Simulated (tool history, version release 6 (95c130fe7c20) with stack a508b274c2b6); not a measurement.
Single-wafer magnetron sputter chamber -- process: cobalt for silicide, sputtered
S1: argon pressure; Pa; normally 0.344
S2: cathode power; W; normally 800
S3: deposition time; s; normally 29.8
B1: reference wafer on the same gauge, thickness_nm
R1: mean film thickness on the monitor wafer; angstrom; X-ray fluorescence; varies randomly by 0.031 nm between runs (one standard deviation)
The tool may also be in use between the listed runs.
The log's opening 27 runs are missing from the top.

{"run": 28, "day": 26.383, "S1": 0.344, "S2": 800, "S3": 29.8, "B1": 11.106, "R1": 120.96}
{"run": 29, "day": 27.471, "S1": 0.418, "S2": 600, "S3": 25.0, "B1": 11.103, "R1": 73.4}
{"run": 30, "day": 28.075, "S1": 0.391, "S2": 1000, "S3": 32.4, "B1": 11.1, "R1": 160.71}
{"run": 31, "day": 29.088, "S1": 0.344, "S2": 800, "S3": 29.8, "B1": 11.106, "R1": 120.93}
{"day": 29.892, "done": "sputter target and shields replaced"}
{"run": 32, "day": 30.567, "S1": 0.401, "S2": 700, "S3": 27.9, "B1": 11.096, "R1": 96.04}
{"run": 33, "day": 31.646, "S1": 0.344, "S2": 950, "S3": 29.8, "B1": 11.088, "R1": 143.28}
{"run": 34, "day": 32.208, "S1": 0.457, "S2": 700, "S3": 29.8, "B1": 11.097, "R1": 100.22}
{"run": 35, "day": 33.688, "S1": 0.344, "S2": 800, "S3": 29.8, "B1": 11.08, "R1": 120.57}

Branching from run 35: 4 alternative next runs. What would each branch give?
{"run": "A", "day": 33.704, "S1": 0.344, "S2": 800, "S3": 29.8, "B1": "?", "R1": "?"}
{"run": "B", "day": 33.704, "S1": 0.287, "S2": 650, "S3": 29.8, "B1": "?", "R1": "?"}
{"run": "C", "day": 33.704, "S1": 0.242, "S2": 900, "S3": 29.8, "B1": "?", "R1": "?"}
{"run": "D", "day": 33.704, "S1": 0.283, "S2": 950, "S3": 35.7, "B1": "?", "R1": "?"}

run=A B1=11.079 R1=120.08
run=B B1=11.079 R1=100.08
run=C B1=11.079 R1=141.40
run=D B1=11.079 R1=175.54
What these runs would have given with no unlogged condition in the tool:
run=A R1=120.30
run=B R1=100.26
run=C R1=141.67
run=D R1=175.87

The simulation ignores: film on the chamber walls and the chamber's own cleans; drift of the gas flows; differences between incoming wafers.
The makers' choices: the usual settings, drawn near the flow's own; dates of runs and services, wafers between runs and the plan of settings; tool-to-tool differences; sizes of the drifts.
